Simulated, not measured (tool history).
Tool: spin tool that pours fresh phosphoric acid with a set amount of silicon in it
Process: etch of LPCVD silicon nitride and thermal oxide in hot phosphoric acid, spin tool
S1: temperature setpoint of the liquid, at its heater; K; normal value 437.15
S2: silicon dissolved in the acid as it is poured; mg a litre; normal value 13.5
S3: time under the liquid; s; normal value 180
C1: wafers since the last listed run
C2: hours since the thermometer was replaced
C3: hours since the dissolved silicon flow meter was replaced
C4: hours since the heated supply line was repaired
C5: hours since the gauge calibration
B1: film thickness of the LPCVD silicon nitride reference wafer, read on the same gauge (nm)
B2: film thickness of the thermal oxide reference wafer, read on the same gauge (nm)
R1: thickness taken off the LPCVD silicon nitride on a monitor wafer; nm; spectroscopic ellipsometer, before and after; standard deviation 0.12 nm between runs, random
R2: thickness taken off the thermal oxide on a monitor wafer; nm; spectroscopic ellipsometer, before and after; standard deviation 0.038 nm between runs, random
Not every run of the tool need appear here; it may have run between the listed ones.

Run 1, hour 0: usual settings; C1 0; C2 472.2; C3 160.1; C4 4300.9; C5 2372.7; B1 150; B2 139.986. Result: R1 13.61 nm, R2 0.41 nm.
Run 2, hour 97.1: usual settings; C1 935; C2 569.3; C3 257.2; C4 4398; C5 2469.8; B1 150.01; B2 139.969. Result: R1 13.41 nm, R2 0.387 nm.
Run 3, hour 141.2: usual settings; C1 424; C2 613.4; C3 301.3; C4 4442.1; C5 2513.9; B1 149.98; B2 139.977. Result: R1 13.54 nm, R2 0.464 nm.
At hour 247.3: heated supply line repaired.
Run 4, hour 287.3: usual settings but S2 19 mg a litre, S3 245 s; C1 1397; C2 759.5; C3 447.4; C4 40; C5 2660; B1 150; B2 139.968. Result: R1 20.57 nm, R2 0.615 nm.
Run 5, hour 352.5: usual settings but S1 436.15 K, S2 23 mg a litre, S3 100 s; C1 627; C2 824.7; C3 512.6; C4 105.2; C5 2725.2; B1 150; B2 140.022. Result: R1 7.87 nm, R2 0.196 nm.
At hour 370.4: gauge calibrated.
Run 6, hour 395.8: usual settings; C1 417; C2 868; C3 555.9; C4 148.5; C5 25.4; B1 150.01; B2 139.983. Result: R1 14.82 nm, R2 0.54 nm.
Run 7, hour 443.3: usual settings; C1 457; C2 915.5; C3 603.4; C4 196; C5 72.9; B1 150.02; B2 140.013. Result: R1 14.73 nm, R2 0.569 nm.
Run 8, hour 534.8: usual settings but S3 270 s; C1 881; C2 1007; C3 694.9; C4 287.5; C5 164.4; B1 150; B2 139.973. Result: R1 22.04 nm, R2 0.742 nm.
Run 9, hour 584.6: usual settings but S1 438.65 K, S2 5 mg a litre, S3 100 s; C1 479; C2 1056.8; C3 744.7; C4 337.3; C5 214.2; B1 149.99; B2 139.994. Result: R1 8.58 nm, R2 0.365 nm.
Run 10, hour 665.4: usual settings; C1 778; C2 1137.6; C3 825.5; C4 418.1; C5 295; B1 149.99; B2 139.994. Result: R1 14.76 nm, R2 0.51 nm.
Run 11, hour 737.5: usual settings but S1 438.65 K, S2 23 mg a litre, S3 245 s; C1 694; C2 1209.7; C3 897.6; C4 490.2; C5 367.1; B1 149.99; B2 140.006. Result: R1 20.79 nm, R2 0.63 nm.
Run 12, hour 1043.3: usual settings but S1 434.65 K, S2 23 mg a litre, S3 115 s; C1 2945; C2 1515.5; C3 1203.4; C4 796; C5 672.9; B1 149.99; B2 139.989. Result: R1 8.47 nm, R2 0.199 nm.
At hour 1063.9: dissolved silicon flow meter replaced.
Run 13, hour 1144.8: usual settings but S1 438.65 K, S2 24 mg a litre, S3 250 s; C1 967; C2 1617; C3 80.9; C4 897.5; C5 774.4; B1 149.98; B2 140.007. Result: R1 21.16 nm, R2 0.59 nm.
Run 14, hour 1224.7: usual settings but S1 439.65 K, S2 10 mg a litre; C1 769; C2 1696.9; C3 160.8; C4 977.4; C5 854.3; B1 150.01; B2 140.007. Result: R1 15.7 nm, R2 0.643 nm.

What will run 15 give?
Run 15, hour 1278.5: usual settings; C1 518; C2 1750.7; C3 214.6; C4 1031.2; C5 908.1; B1 ?; B2 ?. Result: R1 ?, R2 ?.

Run 15 produced B1 149.99, B2 139.961, R1 14.38 nm, R2 0.478 nm.
Had the tool carried no hidden state, the very same run would have given R1 15.07 nm, R2 0.53 nm.

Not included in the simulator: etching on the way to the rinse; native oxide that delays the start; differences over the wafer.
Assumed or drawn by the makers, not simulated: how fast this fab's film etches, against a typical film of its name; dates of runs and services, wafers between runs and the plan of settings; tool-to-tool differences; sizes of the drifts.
